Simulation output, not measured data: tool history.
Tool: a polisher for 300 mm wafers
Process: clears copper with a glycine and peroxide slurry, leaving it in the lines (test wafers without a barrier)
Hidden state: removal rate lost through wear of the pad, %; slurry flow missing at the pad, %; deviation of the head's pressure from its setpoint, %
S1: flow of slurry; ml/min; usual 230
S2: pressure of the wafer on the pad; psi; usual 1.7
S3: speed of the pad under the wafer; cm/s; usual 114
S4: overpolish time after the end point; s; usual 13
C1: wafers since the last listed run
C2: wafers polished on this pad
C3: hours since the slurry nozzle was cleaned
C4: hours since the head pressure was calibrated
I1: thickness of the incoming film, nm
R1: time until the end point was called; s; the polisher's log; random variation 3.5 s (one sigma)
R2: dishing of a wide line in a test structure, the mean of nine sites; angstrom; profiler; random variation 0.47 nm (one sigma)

| run | hour | S1 | S2 | S3 | S4 | C1 | C2 | C3 | C4 | I1 | R1 | R2 |
|---|---|---|---|---|---|---|---|---|---|---|---|---|
| 1 | 0.0 | 230 | 1.4 | 98 | 13 | 0 | 272 | 68.5 | 94.1 | 639.5 | 235.7 | 299 |
| 2 | 25.1 | 230 | 1.4 | 98 | 13 | 208 | 480 | 93.6 | 119.2 | 639.6 | 233.5 | 291 |
| 3 | 61.6 | 230 | 1.7 | 114 | 13 | 302 | 783 | 130.1 | 155.7 | 661.7 | 192.1 | 358 |
| 4 | 96.8 | 230 | 1.7 | 114 | 13 | 292 | 1075 | 165.3 | 190.9 | 651.3 | 190.4 | 360 |
| 5 | 128.7 | 230 | 1.7 | 114 | 13 | 264 | 1340 | 197.2 | 222.8 | 644.9 | 185.9 | 361 |
|  | 182.4 | worn pad replaced by a new one |
| 6 | 194.5 | 230 | 1.7 | 114 | 13 | 512 | 100 | 263.0 | 288.6 | 643.1 | 185.2 | 363 |
| 7 | 265.3 | 230 | 1.7 | 114 | 13 | 587 | 688 | 333.8 | 359.4 | 650.7 | 189.0 | 357 |
| 8 | 293.2 | 195 | 1.7 | 114 | 11 | 231 | 919 | 361.7 | 387.3 | 652.7 | 195.1 | 310 |
| 9 | 351.3 | 245 | 1.7 | 114 | 13 | 482 | 1402 | 419.8 | 445.4 | 644.3 | 183.8 | 368 |
|  | 367.6 | head pressure recalibrated |
|  | 451.1 | worn pad replaced by a new one |
| 10 | 468.5 | 245 | 1.7 | 114 | 13 | 922 | 144 | 537.0 | 100.9 | 651.3 | 200.9 | 343 |
| 11 | 532.1 | 245 | 1.7 | 114 | 13 | 527 | 671 | 600.6 | 164.5 | 649.9 | 198.2 | 339 |
| 12 | 579.3 | 230 | 1.7 | 114 | 16 | 391 | 1063 | 647.8 | 211.7 | 655.0 | 199.7 | 401 |
| 13 | 611.0 | 230 | 1.7 | 104 | 13 | 263 | 1326 | 679.5 | 243.4 | 640.0 | 212.7 | 321 |
| 14 | 635.9 | 230 | 1.7 | 144 | 6 | 206 | 1533 | 704.4 | 268.3 | 657.2 | 177.2 | 195 |
|  | 678.5 | slurry nozzle cleaned |
|  | 700.2 | worn pad replaced by a new one |
| 15 | 702.0 | 185 | 1.7 | 114 | 8 | 507 | 15 | 23.5 | 334.4 | 645.4 | 190.3 | 228 |
| 16 | 740.2 | 230 | 1.7 | 114 | 13 | 317 | 332 | 61.7 | 372.6 | 650.7 | 180.0 | 369 |
|  | 753.6 | head pressure recalibrated |
| 17 | 785.9 | 230 | 1.4 | 114 | 13 | 362 | 694 | 107.4 | 32.3 | 646.3 | 225.8 | 306 |
| 18 | 827.8 | 150 | 2.3 | 84 | 19 | 347 | 1042 | 149.3 | 74.2 | 650.6 | 208.5 | 458 |
| 19 | 910.9 | 230 | 1.9 | 114 | 21 | 689 | 1732 | 232.4 | 157.3 | 646.8 | 180.9 | 574 |
|  | 964.2 | worn pad replaced by a new one |
| 20 | 974.1 | 260 | 1.7 | 148 | 13 | 491 | 81 | 295.6 | 220.5 | 645.3 | 159.8 | 409 |
| 21 | 1025.8 | 230 | 1.7 | 114 | 13 | 429 | 510 | 347.3 | 272.2 | 651.4 | 198.7 | 362 |
| 22 | 1094.8 | 230 | 1.7 | 114 | 13 | 572 | 1083 | 416.3 | 341.2 | 648.2 | 190.3 | 352 |
| 23 | 1160.0 | 230 | 2.1 | 114 | 13 | 541 | 1624 | 481.5 | 406.4 | 660.6 | 164.2 | 407 |

The next listed run, before its measurement:
|  | 1176.4 | worn pad replaced by a new one |
| 24 | 1206.9 | 285 | 1.4 | 82 | 13 | 356 | 253 | 528.4 | 453.3 | 651.6 | ? | ? |

R1: 250.9 s
R2: 272 angstrom
Without the tool's hidden state the same run would have given R1 255.7 s, R2 267 angstrom.
